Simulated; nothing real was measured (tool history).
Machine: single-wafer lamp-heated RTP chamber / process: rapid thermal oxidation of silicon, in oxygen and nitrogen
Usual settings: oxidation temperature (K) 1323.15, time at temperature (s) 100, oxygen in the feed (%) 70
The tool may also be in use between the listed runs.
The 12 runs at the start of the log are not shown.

run    hour  oxidation temperature (K)  time at temperature (s)  oxygen in the feed (%)  read-back reference wafer on the same gauge, thickness  oxide thickness on the monitor wafer (angstrom)
 13  1124.9                    1323.15                      100                      70                                                   8.363                                             92.6
 14  1176.3                    1340.15                      100                      70                                                   8.378                                           104.66
 15  1348.2                    1340.15                      100                      70                                                   8.383                                           105.05
 16  1488.1                    1323.15                       75                      70                                                   8.394                                            82.81
     1590.8  -- pyrometer window cleaned and pyrometer calibrated
 17  1591.3                    1323.15                      100                      70                                                   8.367                                            92.63
 18  1630.5                    1323.15                      100                      70                                                   8.376                                            92.59
 19  1715.1                    1323.15                      149                      96                                                   8.376                                           124.38
 20  1764.9                    1323.15                      100                      70                                                    8.38                                             92.4
     1792.3  -- gauge calibrated
 21  1850.4                    1323.15                      118                      70                                                   8.381                                           100.16
 22    1916                    1337.15                      149                      98                                                   8.381                                           139.42
 23  2011.4                    1300.15                      122                      47                                                   8.389                                             75.2
 24  2062.5                    1323.15                      100                      70                                                   8.405                                            93.96
       2111  -- pyrometer window cleaned and pyrometer calibrated
 25  2169.5                    1323.15                      100                      98                                                   8.378                                           105.03
     2199.4  -- oxygen flow controller replaced
 26  2212.2                    1336.15                       67                      50                                                    8.39                                            74.91
 27  2273.5                    1323.15                      100                      88                                                   8.377                                           100.82
 28  2345.3                    1331.15                       50                      70                                                   8.361                                            72.27
 29  2434.3                    1339.15                       51                      70                                                   8.379                                            76.35
 30  2519.5                    1333.15                       70                      83                                                   8.383                                            90.29
 31  2561.2                    1323.15                      100                      70                                                   8.358                                            93.78
 32  2628.9                    1323.15                      128                      70                                                    8.37                                           105.35
 33  2675.1                    1323.15                       70                      70                                                   8.385                                            80.54
     2732.4  -- pyrometer window cleaned and pyrometer calibrated
 34  2750.9                    1349.15                      100                      70                                                   8.382                                           110.14
 35  2856.1                    1340.15                      100                      70                                                   8.366                                           103.57
 36  2907.1                    1323.15                      137                      88                                                   8.379                                           116.97

Predict each of these 5 candidate next runs independently; none follows another, all start after run 36:
  A  2907.6                    1323.15                      100                      70                                                       ?                                                ?
  B  2907.6                    1306.15                      145                      81                                                       ?                                                ?
  C  2907.6                    1323.15                      142                      57                                                       ?                                                ?
  D  2907.6                    1314.15                      131                      98                                                       ?                                                ?
  E  2907.6                    1347.15                      136                      46                                                       ?                                                ?

run  read-back reference wafer on the same gauge, thickness  oxide thickness on the monitor wafer (angstrom)
  A                                                   8.373                                            92.71
  B                                                   8.373                                           103.03
  C                                                   8.373                                           101.12
  D                                                   8.373                                           111.48
  E                                                   8.373                                            107.8
What these runs would have given with no unlogged condition in the tool:
run  oxide thickness on the monitor wafer (angstrom)
  A                                             92.3
  B                                           102.55
  C                                           100.67
  D                                           110.98
  E                                           107.34
